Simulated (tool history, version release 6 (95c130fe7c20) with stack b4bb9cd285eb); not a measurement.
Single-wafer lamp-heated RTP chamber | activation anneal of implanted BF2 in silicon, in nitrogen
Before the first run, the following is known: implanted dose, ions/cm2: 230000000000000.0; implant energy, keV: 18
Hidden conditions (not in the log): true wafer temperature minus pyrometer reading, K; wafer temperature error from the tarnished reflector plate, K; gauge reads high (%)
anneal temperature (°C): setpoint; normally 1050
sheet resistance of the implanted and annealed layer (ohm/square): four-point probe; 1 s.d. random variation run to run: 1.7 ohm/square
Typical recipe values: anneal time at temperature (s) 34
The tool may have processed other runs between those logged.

run,hour,anneal temperature (°C),anneal time at temperature (s),wafers since the last listed run,wafers since the last pyrometer calibration,wafers since the reflector plate was cleaned,hours since the gauge calibration,"read-back reference wafer on the same gauge, sheet resistance",sheet resistance of the implanted and annealed layer (ohm/square)
1,0,1050,34,0,6041,3966,170.5,583.02,506.1
2,14.1,1050,34,207,6249,4174,184.6,582.72,506.85
# hour 52.6: reflector plate cleaned
3,67.8,1050,34,673,6923,224,238.3,582.88,511
4,79.2,1050,20,168,7091,392,249.7,583.1,514.18
5,90.2,1050,34,162,7253,554,260.7,583.08,506.65
6,104.5,1050,34,210,7464,765,275,582.23,507.49
7,119.9,1050,34,227,7691,992,290.4,582.66,506.26
8,135.9,1050,34,235,7927,1228,306.4,582.88,507.73
9,147.2,1050,34,166,8094,1395,317.7,582.67,505.29
10,164.1,1050,34,249,8343,1644,334.6,583.15,508.39
11,177.1,1050,34,191,8534,1835,347.6,582.73,510.09
12,186.6,1050,34,140,8674,1976,357.1,582.91,506.94
# hour 210.2: pyrometer window cleaned and pyrometer calibrated
13,221.7,1050,34,399,169,2375,392.2,583.31,510.5
14,236.2,1050,34,213,383,2589,406.7,583.21,509.04
15,247.6,1050,34,168,551,2757,418.1,583.49,508.33
16,260.9,1036,19,196,747,2953,431.4,582.53,520.8
17,272.8,1050,29,175,922,3128,443.3,583.28,511.43
18,285.5,1069,28,187,1109,3316,456,582.24,506.54
# hour 296.6: reflector plate cleaned
19,303.3,1067,28,144,1254,98,473.8,582.95,504.06
20,309.8,1069,28,95,1350,193,480.3,583.59,505.06
21,327.8,1059,47,265,1615,459,498.3,583.73,496.09
22,339.2,1050,47,168,1783,627,509.7,583.06,501.22
23,347.1,1050,41,116,1900,743,517.6,582.81,504.97
24,358.8,1021,25,172,2072,916,529.3,582.46,521.72
# hour 364.4: gauge calibrated
25,367.3,1070,44,125,2197,1041,2.9,583.23,494.47
26,382.9,1050,46,229,2427,1271,18.5,583.75,503.24
27,390.3,1071,53,109,2536,1380,25.9,582.92,489.59
28,398.2,1050,34,116,2653,1497,33.8,582.58,508.37
29,406.2,1071,14,117,2771,1615,41.8,582.26,514.8
30,421.2,1050,34,221,2992,1836,56.8,582.41,511.01
31,434.8,1050,34,200,3192,2036,70.4,582.84,510.1
32,450,1050,49,224,3417,2260,85.6,582.42,501.56
33,465.8,1050,34,232,3649,2493,101.4,582.93,507.01
34,476,1071,53,150,3800,2644,111.6,583.4,489.74

Across each entry between runs, compare the hidden state at the last listed run before it with the hidden state at the first listed run after it:
Between runs 2 and 3: reflector plate cleaned (hour 52.6)
  the hidden state is the same at both runs
Between runs 12 and 13: pyrometer window cleaned and pyrometer calibrated (hour 210.2)
  the hidden state is the same at both runs
Between runs 18 and 19: reflector plate cleaned (hour 296.6)
  the hidden state is the same at both runs
Between runs 24 and 25: gauge calibrated (hour 364.4)
  the hidden state is the same at both runs

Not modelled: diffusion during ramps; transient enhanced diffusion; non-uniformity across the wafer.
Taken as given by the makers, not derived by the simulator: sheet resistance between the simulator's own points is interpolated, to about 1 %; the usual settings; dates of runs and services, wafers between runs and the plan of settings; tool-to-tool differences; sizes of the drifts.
